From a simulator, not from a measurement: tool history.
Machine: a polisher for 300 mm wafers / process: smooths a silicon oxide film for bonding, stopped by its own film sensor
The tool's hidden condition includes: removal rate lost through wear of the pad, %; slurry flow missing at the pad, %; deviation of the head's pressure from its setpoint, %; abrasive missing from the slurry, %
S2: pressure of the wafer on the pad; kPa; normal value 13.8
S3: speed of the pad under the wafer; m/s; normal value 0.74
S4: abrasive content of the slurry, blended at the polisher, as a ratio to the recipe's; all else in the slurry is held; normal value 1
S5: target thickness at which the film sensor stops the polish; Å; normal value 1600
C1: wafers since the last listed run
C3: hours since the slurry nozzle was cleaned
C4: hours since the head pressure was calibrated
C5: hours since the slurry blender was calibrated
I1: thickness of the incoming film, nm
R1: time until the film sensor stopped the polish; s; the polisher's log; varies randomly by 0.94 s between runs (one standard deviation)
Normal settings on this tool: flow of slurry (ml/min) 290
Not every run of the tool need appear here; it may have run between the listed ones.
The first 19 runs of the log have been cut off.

run 20 hour=1581 | flow_of_slurry_(ml/min)=290 S2=13.8 S3=0.98 S4=1 S5=1520 | C1=774 wafers_polished_on_this_pad=1151 C3=715.7 C4=1118.7 C5=661.9 | I1=188.5 | R1=51.8
-- hour=1623.5 slurry nozzle cleaned
run 21 hour=1630.1 | flow_of_slurry_(ml/min)=290 S2=13.8 S3=0.74 S4=1 S5=1600 | C1=557 wafers_polished_on_this_pad=1708 C3=6.6 C4=1167.8 C5=711 | I1=189.2 | R1=49.2
-- hour=1679.6 slurry blender recalibrated
run 22 hour=1713.2 | flow_of_slurry_(ml/min)=290 S2=13.8 S3=0.96 S4=0.8 S5=1540 | C1=940 wafers_polished_on_this_pad=2648 C3=89.7 C4=1250.9 C5=33.6 | I1=192.8 | R1=66
-- hour=1815.9 head pressure recalibrated
run 23 hour=1817.8 | flow_of_slurry_(ml/min)=190 S2=15.9 S3=0.74 S4=0.75 S5=1640 | C1=1189 wafers_polished_on_this_pad=3838 C3=194.3 C4=1.9 C5=138.2 | I1=192.4 | R1=59.7
run 24 hour=2005.9 | flow_of_slurry_(ml/min)=375 S2=13.8 S3=0.74 S4=1 S5=1650 | C1=2180 wafers_polished_on_this_pad=6019 C3=382.4 C4=190 C5=326.3 | I1=187.3 | R1=36.2
run 25 hour=2060.7 | flow_of_slurry_(ml/min)=290 S2=13.8 S3=0.74 S4=1 S5=1600 | C1=635 wafers_polished_on_this_pad=6654 C3=437.2 C4=244.8 C5=381.1 | I1=188.5 | R1=48.3
-- hour=2223.1 worn pad replaced by a new one
run 26 hour=2314 | flow_of_slurry_(ml/min)=290 S2=10.3 S3=0.74 S4=1 S5=1600 | C1=2890 wafers_polished_on_this_pad=1053 C3=690.5 C4=498.1 C5=634.4 | I1=190.6 | R1=66
run 27 hour=2369.6 | flow_of_slurry_(ml/min)=290 S2=13.8 S3=0.86 S4=1 S5=1510 | C1=644 wafers_polished_on_this_pad=1697 C3=746.1 C4=553.7 C5=690 | I1=187.7 | R1=55.6
run 28 hour=2433.6 | flow_of_slurry_(ml/min)=290 S2=13.8 S3=0.74 S4=1 S5=1600 | C1=742 wafers_polished_on_this_pad=2439 C3=810.1 C4=617.7 C5=754 | I1=190.2 | R1=50.5
-- hour=2505.7 slurry nozzle cleaned
run 29 hour=2531.8 | flow_of_slurry_(ml/min)=235 S2=13.8 S3=0.96 S4=0.75 S5=1540 | C1=1126 wafers_polished_on_this_pad=3566 C3=26.1 C4=715.9 C5=852.2 | I1=190.4 | R1=72.2
-- hour=2548.6 slurry blender recalibrated
run 30 hour=2635.5 | flow_of_slurry_(ml/min)=290 S2=12.4 S3=0.74 S4=1.2 S5=1600 | C1=1179 wafers_polished_on_this_pad=4745 C3=129.8 C4=819.6 C5=86.9 | I1=188.6 | R1=45.7
run 31 hour=2688 | flow_of_slurry_(ml/min)=290 S2=18.6 S3=0.74 S4=1 S5=1680 | C1=608 wafers_polished_on_this_pad=5354 C3=182.3 C4=872.1 C5=139.4 | I1=190.2 | R1=28.4

What if the next run were any one of these 3? Each begins from the tool's condition after run 31:
run A hour=2688.4 | flow_of_slurry_(ml/min)=290 S2=13.8 S3=0.74 S4=1 S5=1660 | C1=4 wafers_polished_on_this_pad=5359 C3=182.7 C4=872.5 C5=139.8 | I1=189.3 | R1=?
run B hour=2688.4 | flow_of_slurry_(ml/min)=290 S2=16.5 S3=0.58 S4=1 S5=1600 | C1=4 wafers_polished_on_this_pad=5359 C3=182.7 C4=872.5 C5=139.8 | I1=189.3 | R1=?
run C hour=2688.4 | flow_of_slurry_(ml/min)=290 S2=13.8 S3=0.82 S4=1 S5=1600 | C1=4 wafers_polished_on_this_pad=5359 C3=182.7 C4=872.5 C5=139.8 | I1=189.3 | R1=?

run=A R1=40
run=B R1=49.5
run=C R1=46.9
Had the tool no hidden state, the same runs would have come out as:
run=A R1=40
run=B R1=49.5
run=C R1=46.9

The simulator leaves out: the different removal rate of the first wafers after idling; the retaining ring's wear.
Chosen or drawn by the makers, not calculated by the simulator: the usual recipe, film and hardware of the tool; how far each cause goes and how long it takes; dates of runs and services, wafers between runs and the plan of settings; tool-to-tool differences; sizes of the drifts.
